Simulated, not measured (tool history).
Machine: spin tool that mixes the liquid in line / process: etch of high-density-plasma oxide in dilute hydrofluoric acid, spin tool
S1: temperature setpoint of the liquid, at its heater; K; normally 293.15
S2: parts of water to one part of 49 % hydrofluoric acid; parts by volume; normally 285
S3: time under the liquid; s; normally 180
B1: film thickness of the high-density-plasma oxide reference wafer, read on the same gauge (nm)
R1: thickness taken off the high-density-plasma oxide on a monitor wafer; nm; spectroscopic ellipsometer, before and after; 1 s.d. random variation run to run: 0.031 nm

run,hour,S1,S2,S3,B1,R1
1,0.0,293.15,285,180,109.988,5.364
2,59.0,293.15,370,205,110.033,4.368
3,95.9,293.15,370,205,110.055,4.408
4,165.3,293.15,215,180,109.997,7.711
5,207.9,293.15,215,180,110.003,7.703
6,239.7,293.15,285,180,109.976,5.511
7,284.9,293.15,285,210,110.014,6.434
8,325.6,293.15,285,210,109.987,6.449
9,351.2,293.15,285,180,109.972,5.586
10,413.2,293.15,285,180,110.052,5.525
# hour 415.9: gauge calibrated
# hour 428.7: hydrofluoric acid flow meter replaced
11,483.6,292.15,285,180,109.992,5.064
12,525.6,293.15,385,150,109.960,3.011
13,634.7,293.15,215,180,110.005,7.464
14,683.6,297.65,385,210,109.984,4.968
15,743.8,292.15,285,180,110.004,5.258
16,801.8,293.15,370,180,109.976,3.899
# hour 821.9: thermometer replaced
17,826.9,290.65,420,265,110.043,4.752
18,881.8,293.15,250,180,110.005,6.844
19,948.4,293.15,225,275,110.003,12.046
20,987.4,293.15,425,180,109.988,3.513
# hour 1024.5: hydrofluoric acid flow meter replaced
21,1059.4,295.15,285,180,109.979,6.005
22,1127.3,291.15,285,90,109.983,2.607
23,1181.7,290.15,285,235,109.986,6.516
24,1231.7,295.65,190,210,109.975,11.844
25,1258.5,293.15,285,210,110.050,6.609
26,1328.9,293.15,285,180,109.975,5.673
27,1381.2,293.15,365,180,110.004,4.191
28,1413.9,293.15,285,145,110.028,4.643
29,1441.2,293.15,180,180,110.003,10.118
30,1498.9,297.65,285,180,110.049,6.873
31,1538.1,290.65,395,230,109.995,4.476

Pick out some run-to-run changes in R1. Of each, how much would a tool without hidden state show as well, from the settings, what came in and chance, and how much is left for the hidden state and any gauge scatter not in both results compared?
The hidden state here: liquid colder than its thermometer reads (K); hydrofluoric acid flow above the setpoint (%); gauge reads high (%).
Run 16 -> 17: S1 293.15 -> 290.65, S2 370 -> 420, S3 180 -> 265, thermometer replaced. R1 +0.853 nm: hidden state +0.281, all else +0.572.
Run 18 -> 19: S2 250 -> 225, S3 180 -> 275. R1 +5.202 nm: hidden state +0.316, all else +4.886.
Run 19 -> 20: S2 225 -> 425, S3 275 -> 180. R1 -8.533 nm: hidden state -0.429, all else -8.104.
Run 23 -> 24: S1 290.15 -> 295.65, S2 285 -> 190, S3 235 -> 210. R1 +5.328 nm: hidden state +0.114, all else +5.214.
Run 28 -> 29: S2 285 -> 180, S3 145 -> 180. R1 +5.475 nm: hidden state +0.171, all else +5.304.

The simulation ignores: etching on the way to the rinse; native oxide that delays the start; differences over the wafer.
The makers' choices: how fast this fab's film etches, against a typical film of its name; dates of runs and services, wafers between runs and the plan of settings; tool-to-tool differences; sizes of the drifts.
